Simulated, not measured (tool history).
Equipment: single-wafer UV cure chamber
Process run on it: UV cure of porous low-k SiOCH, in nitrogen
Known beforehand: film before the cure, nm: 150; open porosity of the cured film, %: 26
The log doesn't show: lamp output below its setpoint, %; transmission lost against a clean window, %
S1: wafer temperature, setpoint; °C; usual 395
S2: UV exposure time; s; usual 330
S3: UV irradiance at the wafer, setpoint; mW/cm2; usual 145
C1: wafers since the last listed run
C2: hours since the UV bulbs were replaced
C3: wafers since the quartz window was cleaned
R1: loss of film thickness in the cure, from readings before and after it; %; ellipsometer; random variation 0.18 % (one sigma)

| run | hour | S1 | S2 | S3 | C1 | C2 | C3 | R1 |
|---|---|---|---|---|---|---|---|---|
| 1 | 0.0 | 395 | 330 | 145 | 0 | 1281.6 | 710 | 15.716 |
| 2 | 67.7 | 395 | 330 | 145 | 477 | 1349.3 | 1187 | 14.794 |
| 3 | 114.5 | 395 | 330 | 145 | 330 | 1396.1 | 1517 | 14.841 |
| 4 | 163.3 | 395 | 435 | 145 | 344 | 1444.9 | 1862 | 15.399 |
| 5 | 193.2 | 395 | 435 | 145 | 210 | 1474.8 | 2073 | 15.688 |
|  | 248.2 | quartz window cleaned |
| 6 | 251.6 | 395 | 435 | 145 | 355 | 1533.2 | 24 | 16.872 |
| 7 | 304.4 | 395 | 330 | 145 | 372 | 1586.0 | 396 | 14.720 |
| 8 | 501.4 | 395 | 330 | 145 | 1389 | 1783.0 | 1786 | 13.833 |
| 9 | 535.5 | 395 | 330 | 145 | 240 | 1817.1 | 2027 | 13.582 |
|  | 545.9 | quartz window cleaned |
|  | 583.8 | UV bulbs replaced |
| 10 | 604.4 | 395 | 330 | 145 | 373 | 20.6 | 356 | 16.561 |
| 11 | 635.6 | 395 | 330 | 145 | 220 | 51.8 | 576 | 16.339 |
| 12 | 702.4 | 395 | 435 | 145 | 471 | 118.6 | 1047 | 17.529 |
| 13 | 762.1 | 395 | 330 | 145 | 421 | 178.3 | 1468 | 16.135 |
| 14 | 787.7 | 395 | 330 | 176 | 180 | 203.9 | 1649 | 16.723 |
| 15 | 821.4 | 413 | 180 | 164 | 237 | 237.6 | 1887 | 13.774 |
|  | 850.1 | quartz window cleaned |
| 16 | 1036.4 | 406 | 260 | 134 | 1460 | 452.6 | 1314 | 14.685 |
| 17 | 1102.1 | 405 | 185 | 127 | 463 | 518.3 | 1778 | 12.306 |
| 18 | 1132.0 | 413 | 280 | 145 | 210 | 548.2 | 1988 | 14.755 |
|  | 1155.9 | quartz window cleaned |
| 19 | 1170.5 | 384 | 520 | 170 | 215 | 586.7 | 102 | 19.209 |
| 20 | 1212.9 | 388 | 215 | 145 | 299 | 629.1 | 402 | 13.998 |

What if the next run were any one of these 3? Each begins from the tool's condition after run 20:
| A | 1213.4 | 389 | 330 | 145 | 3 | 629.6 | 405 | ? |
| B | 1213.4 | 408 | 475 | 129 | 3 | 629.6 | 405 | ? |
| C | 1213.4 | 395 | 495 | 122 | 3 | 629.6 | 405 | ? |

| run | R1 |
|---|---|
| A | 16.089 |
| B | 17.662 |
| C | 17.347 |
Without the tool's unlogged condition, the same runs would have read:
| run | R1 |
|---|---|
| A | 16.552 |
| B | 18.124 |
| C | 17.809 |
